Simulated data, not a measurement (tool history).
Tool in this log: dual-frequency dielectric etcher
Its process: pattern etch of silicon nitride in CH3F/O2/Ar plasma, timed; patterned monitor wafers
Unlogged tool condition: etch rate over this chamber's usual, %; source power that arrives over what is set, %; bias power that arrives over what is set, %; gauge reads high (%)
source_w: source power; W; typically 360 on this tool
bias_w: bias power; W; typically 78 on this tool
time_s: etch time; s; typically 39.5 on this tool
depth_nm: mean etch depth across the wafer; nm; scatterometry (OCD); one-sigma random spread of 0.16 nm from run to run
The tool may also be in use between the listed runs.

run	hour	source_w	bias_w	time_s	wafers since the last listed run	hours since the last wet clean	hours since the last source power generator calibration	hours since the last bias power generator calibration	hours since the last upper electrode change	hours since the gauge calibration	read-back reference wafer on the same gauge, depth_nm	depth_nm
1	0	360	78	39.5	0	122.5	2079.4	3563.7	3048.2	1064.2	22.65	27.47
2	49	360	78	39.5	411	171.5	2128.4	3612.7	3097.2	1113.2	22.68	27.49
3	113.6	360	84	39.5	543	236.1	2193	3677.3	3161.8	1177.8	22.72	28.17
4	159.3	360	78	48.5	384	281.8	2238.7	3723	3207.5	1223.5	22.71	33.81
5	200.4	360	78	48.5	345	322.9	2279.8	3764.1	3248.6	1264.6	22.69	33.58
6	239.3	360	78	48.5	327	361.8	2318.7	3803	3287.5	1303.5	22.67	33.51
7	267.1	360	78	39.5	233	389.6	2346.5	3830.8	3315.3	1331.3	22.64	27.43
8	322.9	360	78	39.5	469	445.4	2402.3	3886.6	3371.1	1387.1	22.64	27.08
9	353.3	360	78	39.5	255	475.8	2432.7	3917	3401.5	1417.5	22.71	27.25
# hour 440.3: wet clean of the chamber
# hour 457.9: upper electrode replaced
10	458.4	360	78	39.5	533	18.1	2537.8	4022.1	0.5	1522.6	22.63	26.36
# hour 491.7: source power generator calibrated
11	492.8	360	78	39.5	255	52.5	1.1	4056.5	34.9	1557	22.79	26.34
12	543.3	360	78	39.5	424	103	51.6	4107	85.4	1607.5	22.73	26.4
# hour 564.9: gauge calibrated
# hour 601.4: bias power generator calibrated
13	608.8	320	59	34	516	168.5	117.1	7.4	150.9	43.9	22.72	20.2
14	650.8	280	85	32	353	210.5	159.1	49.4	192.9	85.9	22.72	19.82
15	706.2	360	78	39.5	465	265.9	214.5	104.8	248.3	141.3	22.76	25.84
16	747.1	440	78	34	343	306.8	255.4	145.7	289.2	182.2	22.67	23.92
# hour 790: wet clean of the chamber, repeated, since the last time left the tool worse
17	814.5	390	66	50.5	364	24.5	322.8	213.1	356.6	249.6	22.75	34.9
18	880.1	390	88	39.5	551	90.1	388.4	278.7	422.2	315.2	22.7	29.37
19	932.7	440	72	30	442	142.7	441	331.3	474.8	367.8	22.75	22.03
20	974.3	360	58	39.5	349	184.3	482.6	372.9	516.4	409.4	22.71	25.64
21	1040.5	290	88	39.5	556	250.5	548.8	439.1	582.6	475.6	22.72	26.02
22	1065.3	440	89	47.5	208	275.3	573.6	463.9	607.4	500.4	22.65	36.44
23	1267.3	360	78	39.5	1698	477.3	775.6	665.9	809.4	702.4	22.74	27.06
# hour 1362.2: wet clean of the chamber
24	1463.5	390	78	39.5	1447	101.3	971.8	862.1	1005.6	898.6	22.74	28.54

State the hidden condition of the tool at each of the runs:
source power that arrives over what is set, %: 0 in every run
bias power that arrives over what is set, %: 0 in every run
gauge reads high (%): 0 in every run
H1: etch rate over this chamber's usual, %
run	H1
1	-0.692
2	-0.939
3	-1.26
4	-1.49
5	-1.7
6	-1.9
7	-2.04
8	-2.32
9	-2.47
10	-5.25
11	-5.42
12	-5.68
13	-6.01
14	-6.22
15	-6.5
16	-6.7
17	-0.2
18	-0.53
19	-0.795
20	-1
21	-1.34
22	-1.46
23	-2.48
24	-0.193
